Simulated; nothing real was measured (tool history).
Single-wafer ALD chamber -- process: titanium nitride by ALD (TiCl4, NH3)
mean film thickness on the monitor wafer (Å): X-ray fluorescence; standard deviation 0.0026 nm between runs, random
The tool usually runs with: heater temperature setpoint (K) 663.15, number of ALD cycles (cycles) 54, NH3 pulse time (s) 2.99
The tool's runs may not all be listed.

run,hour,heater temperature setpoint (K),number of ALD cycles (cycles),NH3 pulse time (s),"read-back reference wafer on the same gauge, thickness_nm",mean film thickness on the monitor wafer (Å)
1,0.0,663.15,54,2.99,1.031,10.40
2,71.5,663.15,49,2.99,1.030,9.40
3,112.4,663.15,54,2.99,1.030,10.42
4,174.3,663.15,54,2.99,1.030,10.36
5,228.4,663.15,54,2.99,1.030,10.38
6,315.4,663.15,59,2.33,1.029,11.29
7,376.7,663.15,59,2.33,1.029,11.23
8,502.6,663.15,54,2.99,1.028,10.37
9,602.5,652.15,61,2.99,1.027,11.57
10,719.8,652.15,61,2.99,1.026,11.59
11,821.2,666.15,54,2.99,1.024,10.32
12,903.8,666.15,54,2.99,1.023,10.32
13,996.3,666.15,54,2.99,1.021,10.30
14,1044.4,663.15,48,3.36,1.021,9.18
15,1124.4,663.15,54,2.99,1.019,10.25
16,1173.4,663.15,54,2.99,1.018,10.26
17,1258.1,663.15,54,2.99,1.016,10.21
18,1339.6,663.15,54,2.99,1.015,10.23
19,1388.7,663.15,54,2.99,1.015,10.21
20,1465.5,663.15,54,2.99,1.013,10.18
21,1534.4,663.15,54,2.24,1.011,10.12
22,1621.4,663.15,54,2.99,1.010,10.14
# hour 1656.7: thermocouple changed; heater temperature recalibrated
23,1697.1,663.15,54,2.24,1.008,10.04
24,1744.7,669.15,47,4.17,1.006,8.88
# hour 1820.6: gauge calibrated
25,1830.1,663.15,54,2.99,1.030,10.42
# hour 1862.4: showerhead replaced
26,1924.4,663.15,51,2.60,1.030,9.77
27,2012.1,663.15,64,2.99,1.031,12.31
28,2113.4,658.15,48,3.93,1.030,9.27
29,2219.6,656.15,54,4.13,1.029,10.44
30,2313.3,663.15,54,2.99,1.029,10.35
31,2405.6,675.15,51,4.01,1.028,9.89
32,2449.8,670.15,64,3.46,1.028,12.36
33,2733.6,669.15,46,3.57,1.026,8.87
34,2780.0,654.15,48,3.81,1.026,9.25
35,2822.2,670.15,59,4.09,1.024,11.37
36,2894.2,663.15,64,3.80,1.023,12.34
37,2999.3,663.15,54,2.56,1.022,10.26
38,3068.7,656.15,61,2.99,1.021,11.57
39,3172.1,663.15,60,2.99,1.019,11.44
40,3256.2,667.15,49,2.99,1.018,9.35

Below, some changes in mean film thickness on the monitor wafer (Å) between adjacent runs. For each, the amount present without the hidden state too (settings, incoming material, random variation) and the amount remaining for the hidden state with gauge scatter not shared by both compared results:
Unlogged tool condition in this case: wafer temperature above the value expected at the setpoint (K); gauge reads high (%).
Run 8 -> 9: heater temperature setpoint (K) 663.15 -> 652.15, number of ALD cycles (cycles) 54 -> 61. mean film thickness on the monitor wafer (Å) +1.20: hidden state -0.02, all else +1.22.
Run 14 -> 15: number of ALD cycles (cycles) 48 -> 54, NH3 pulse time (s) 3.36 -> 2.99. mean film thickness on the monitor wafer (Å) +1.07: hidden state -0.03, all else +1.10.
Run 24 -> 25: heater temperature setpoint (K) 669.15 -> 663.15, number of ALD cycles (cycles) 47 -> 54, NH3 pulse time (s) 4.17 -> 2.99, gauge calibrated. mean film thickness on the monitor wafer (Å) +1.54: hidden state +0.21, all else +1.33.
Run 26 -> 27: number of ALD cycles (cycles) 51 -> 64, NH3 pulse time (s) 2.60 -> 2.99. mean film thickness on the monitor wafer (Å) +2.54: hidden state +0.01, all else +2.53.
Run 27 -> 28: heater temperature setpoint (K) 663.15 -> 658.15, number of ALD cycles (cycles) 64 -> 48, NH3 pulse time (s) 2.99 -> 3.93. mean film thickness on the monitor wafer (Å) -3.04: hidden state -0.01, all else -3.03.
Run 32 -> 33: heater temperature setpoint (K) 670.15 -> 669.15, number of ALD cycles (cycles) 64 -> 46, NH3 pulse time (s) 3.46 -> 3.57. mean film thickness on the monitor wafer (Å) -3.49: hidden state -0.02, all else -3.47.
